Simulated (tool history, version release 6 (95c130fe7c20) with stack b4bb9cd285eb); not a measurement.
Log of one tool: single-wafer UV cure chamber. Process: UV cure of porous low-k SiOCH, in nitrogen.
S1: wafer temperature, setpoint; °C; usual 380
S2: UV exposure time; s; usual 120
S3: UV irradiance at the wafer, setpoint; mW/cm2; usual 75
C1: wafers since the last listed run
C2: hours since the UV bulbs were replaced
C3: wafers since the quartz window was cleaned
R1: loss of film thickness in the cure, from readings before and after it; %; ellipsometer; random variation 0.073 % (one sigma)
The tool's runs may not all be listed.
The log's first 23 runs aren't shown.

run,day,S1,S2,S3,C1,C2,C3,R1
24,21.396,395,160,57,240,1197.5,1274,8.757
25,22.425,380,120,75,243,1222.2,1517,8.522
26,22.996,374,135,75,134,1235.9,1652,8.805
27,23.642,393,185,41,152,1251.4,1805,7.914
# day 24.562: quartz window cleaned
28,24.583,366,120,75,143,1274.0,4,8.216
29,24.879,395,160,57,69,1281.1,74,8.628
30,26.350,380,120,75,347,1316.4,421,8.507
31,27.250,373,120,107,212,1338.0,634,9.838
32,27.775,387,175,75,123,1350.6,758,10.155
33,29.246,380,85,75,347,1385.9,1105,7.008
34,30.146,388,70,100,212,1407.5,1318,7.454
35,31.562,365,70,86,334,1441.5,1652,6.470
# day 33.271: quartz window cleaned
# day 35.400: UV bulbs replaced
36,36.046,380,120,75,901,15.5,576,8.538
37,36.717,380,120,75,158,31.6,734,8.355
38,38.062,370,60,64,317,63.9,1052,4.833
39,39.246,395,65,103,279,92.3,1332,7.455
40,40.617,396,150,75,323,125.2,1655,9.731
# day 41.892: quartz window cleaned
41,41.912,380,120,40,227,156.3,4,5.839
42,42.746,380,120,41,196,176.3,201,6.034
43,43.942,392,120,40,282,205.0,484,6.085
44,44.700,380,185,75,179,223.2,663,10.190

5 ways to go on from here, each from the tool as it stands after run 44. What would each give?
A,44.721,380,120,75,4,223.7,668,?
B,44.721,367,155,46,4,223.7,668,?
C,44.721,385,60,104,4,223.7,668,?
D,44.721,396,90,113,4,223.7,668,?
E,44.721,370,185,87,4,223.7,668,?

run,R1
A,8.545
B,7.304
C,7.056
D,9.373
E,10.999
Without the tool's hidden state the same runs would have given:
run,R1
A,8.545
B,7.304
C,7.056
D,9.373
E,10.999

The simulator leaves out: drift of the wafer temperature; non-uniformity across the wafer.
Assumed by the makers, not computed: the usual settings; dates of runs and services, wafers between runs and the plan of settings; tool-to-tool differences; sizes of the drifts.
